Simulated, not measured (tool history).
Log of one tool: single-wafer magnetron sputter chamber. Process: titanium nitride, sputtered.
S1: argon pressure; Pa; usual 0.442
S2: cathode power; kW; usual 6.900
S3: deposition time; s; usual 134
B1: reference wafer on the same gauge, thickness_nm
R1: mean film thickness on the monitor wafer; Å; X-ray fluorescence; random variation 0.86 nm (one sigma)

run 1 hour=0.0 | S1=0.442 S2=6.900 S3=134 | B1=174.121 | R1=1538.44
-- hour=27.4 sputter target and shields replaced
run 2 hour=28.2 | S1=0.442 S2=6.900 S3=134 | B1=173.977 | R1=1585.92
run 3 hour=41.3 | S1=0.442 S2=6.900 S3=134 | B1=173.998 | R1=1577.61
run 4 hour=61.6 | S1=0.442 S2=6.900 S3=134 | B1=173.950 | R1=1588.74
run 5 hour=81.0 | S1=0.442 S2=6.900 S3=134 | B1=174.138 | R1=1579.65
run 6 hour=94.9 | S1=0.442 S2=6.900 S3=134 | B1=173.944 | R1=1587.54
run 7 hour=113.4 | S1=0.442 S2=6.900 S3=134 | B1=173.914 | R1=1577.88
run 8 hour=139.2 | S1=0.442 S2=6.900 S3=134 | B1=174.133 | R1=1568.79
run 9 hour=167.4 | S1=0.442 S2=6.900 S3=134 | B1=173.922 | R1=1559.71
run 10 hour=189.6 | S1=0.442 S2=6.900 S3=134 | B1=174.110 | R1=1550.07
run 11 hour=225.2 | S1=0.442 S2=6.900 S3=134 | B1=174.053 | R1=1542.84
-- hour=242.0 capacitance manometer re-zeroed and calibrated
run 12 hour=248.2 | S1=0.442 S2=6.900 S3=134 | B1=174.017 | R1=1558.90
run 13 hour=282.0 | S1=0.442 S2=6.900 S3=134 | B1=173.842 | R1=1540.88
run 14 hour=294.9 | S1=0.442 S2=6.900 S3=134 | B1=174.174 | R1=1529.95
-- hour=317.6 sputter target and shields replaced
run 15 hour=318.1 | S1=0.442 S2=6.900 S3=134 | B1=173.938 | R1=1585.33
run 16 hour=342.5 | S1=0.442 S2=6.900 S3=134 | B1=174.225 | R1=1580.07
run 17 hour=378.2 | S1=0.442 S2=6.900 S3=134 | B1=173.980 | R1=1592.22
run 18 hour=405.2 | S1=0.442 S2=6.900 S3=134 | B1=174.036 | R1=1554.86
run 19 hour=433.0 | S1=0.368 S2=6.900 S3=134 | B1=174.115 | R1=1616.73
-- hour=463.3 gauge calibrated
run 20 hour=467.1 | S1=0.300 S2=6.900 S3=144 | B1=173.843 | R1=1765.17
run 21 hour=491.0 | S1=0.280 S2=6.900 S3=134 | B1=174.066 | R1=1654.15
run 22 hour=508.2 | S1=0.442 S2=6.300 S3=134 | B1=173.912 | R1=1453.36
run 23 hour=547.3 | S1=0.500 S2=5.400 S3=119 | B1=173.893 | R1=1111.43
run 24 hour=563.2 | S1=0.442 S2=6.900 S3=134 | B1=174.020 | R1=1528.64
-- hour=578.8 magnet pack replaced
run 25 hour=585.0 | S1=0.442 S2=5.150 S3=124 | B1=174.154 | R1=1145.72
-- hour=620.9 sputter target and shields replaced
run 26 hour=621.4 | S1=0.606 S2=6.900 S3=134 | B1=174.005 | R1=1488.67
run 27 hour=648.4 | S1=0.577 S2=6.900 S3=151 | B1=174.018 | R1=1695.36
run 28 hour=678.9 | S1=0.442 S2=6.900 S3=154 | B1=174.131 | R1=1802.75
run 29 hour=709.8 | S1=0.605 S2=6.100 S3=134 | B1=174.221 | R1=1343.64
run 30 hour=743.8 | S1=0.328 S2=7.900 S3=147 | B1=174.129 | R1=1982.90
run 31 hour=775.2 | S1=0.326 S2=6.900 S3=134 | B1=174.041 | R1=1620.08
run 32 hour=797.6 | S1=0.500 S2=5.400 S3=119 | B1=174.145 | R1=1115.55
run 33 hour=819.3 | S1=0.442 S2=6.900 S3=134 | B1=174.091 | R1=1549.26
run 34 hour=836.7 | S1=0.442 S2=6.900 S3=134 | B1=173.927 | R1=1541.67
run 35 hour=849.8 | S1=0.442 S2=6.900 S3=134 | B1=174.043 | R1=1532.58

4 ways to go on from here, each from the tool as it stands after run 35. What would each give?
run A hour=850.2 | S1=0.442 S2=6.900 S3=146 | B1=? | R1=?
run B hour=850.2 | S1=0.535 S2=5.250 S3=149 | B1=? | R1=?
run C hour=850.2 | S1=0.390 S2=8.000 S3=134 | B1=? | R1=?
run D hour=850.2 | S1=0.320 S2=8.500 S3=151 | B1=? | R1=?

run=A B1=173.858 R1=1688.47
run=B B1=173.858 R1=1356.87
run=C B1=173.858 R1=1775.03
run=D B1=173.858 R1=2156.66
Without the tool's hidden state the same runs would have given:
run=A R1=1732.14
run=B R1=1391.97
run=C R1=1820.95
run=D R1=2212.44
